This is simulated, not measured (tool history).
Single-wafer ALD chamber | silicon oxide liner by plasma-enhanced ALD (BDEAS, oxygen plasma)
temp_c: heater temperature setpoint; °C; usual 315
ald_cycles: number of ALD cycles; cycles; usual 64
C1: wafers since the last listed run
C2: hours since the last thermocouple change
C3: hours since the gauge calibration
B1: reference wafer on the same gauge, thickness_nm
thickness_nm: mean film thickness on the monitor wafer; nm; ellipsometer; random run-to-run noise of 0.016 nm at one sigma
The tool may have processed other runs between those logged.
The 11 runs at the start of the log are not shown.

run 12 hour=765.2 | temp_c=315 ald_cycles=64 | C1=486 C2=880.9 C3=3456.4 | B1=6.283 | thickness_nm=6.336
run 13 hour=819.1 | temp_c=308 ald_cycles=64 | C1=377 C2=934.8 C3=3510.3 | B1=6.278 | thickness_nm=6.393
run 14 hour=857 | temp_c=321 ald_cycles=64 | C1=265 C2=972.7 C3=3548.2 | B1=6.282 | thickness_nm=6.234
-- hour=898 thermocouple changed; heater temperature recalibrated
run 15 hour=936 | temp_c=321 ald_cycles=64 | C1=497 C2=38 C3=3627.2 | B1=6.276 | thickness_nm=6.181
run 16 hour=977.4 | temp_c=315 ald_cycles=64 | C1=289 C2=79.4 C3=3668.6 | B1=6.283 | thickness_nm=6.278
run 17 hour=1046 | temp_c=315 ald_cycles=64 | C1=480 C2=148 C3=3737.2 | B1=6.278 | thickness_nm=6.282
run 18 hour=1082.7 | temp_c=315 ald_cycles=64 | C1=257 C2=184.7 C3=3773.9 | B1=6.277 | thickness_nm=6.277
-- hour=1108.7 gauge calibrated
run 19 hour=1157 | temp_c=315 ald_cycles=64 | C1=520 C2=259 C3=48.3 | B1=6.275 | thickness_nm=6.282
run 20 hour=1222.4 | temp_c=315 ald_cycles=64 | C1=458 C2=324.4 C3=113.7 | B1=6.275 | thickness_nm=6.288
run 21 hour=1269.1 | temp_c=315 ald_cycles=64 | C1=327 C2=371.1 C3=160.4 | B1=6.274 | thickness_nm=6.309
run 22 hour=1306 | temp_c=315 ald_cycles=64 | C1=258 C2=408 C3=197.3 | B1=6.281 | thickness_nm=6.301
run 23 hour=1370.9 | temp_c=315 ald_cycles=64 | C1=454 C2=472.9 C3=262.2 | B1=6.278 | thickness_nm=6.284
run 24 hour=1427.5 | temp_c=310 ald_cycles=71 | C1=396 C2=529.5 C3=318.8 | B1=6.283 | thickness_nm=7.055
run 25 hour=1533.7 | temp_c=321 ald_cycles=71 | C1=743 C2=635.7 C3=425 | B1=6.283 | thickness_nm=6.893
run 26 hour=1577.5 | temp_c=303 ald_cycles=52 | C1=306 C2=679.5 C3=468.8 | B1=6.287 | thickness_nm=5.261
run 27 hour=1648.3 | temp_c=329 ald_cycles=58 | C1=495 C2=750.3 C3=539.6 | B1=6.278 | thickness_nm=5.602

Run 28 has not been measured yet. What should we expect?
run 28 hour=1710.3 | temp_c=315 ald_cycles=64 | C1=434 C2=812.3 C3=601.6 | B1=? | thickness_nm=?

{"run 28": {"B1": 6.275, "thickness_nm": 6.288}}
With the hidden condition absent and the run-to-run variation left alone, this run would have shown thickness_nm 6.237 nm.
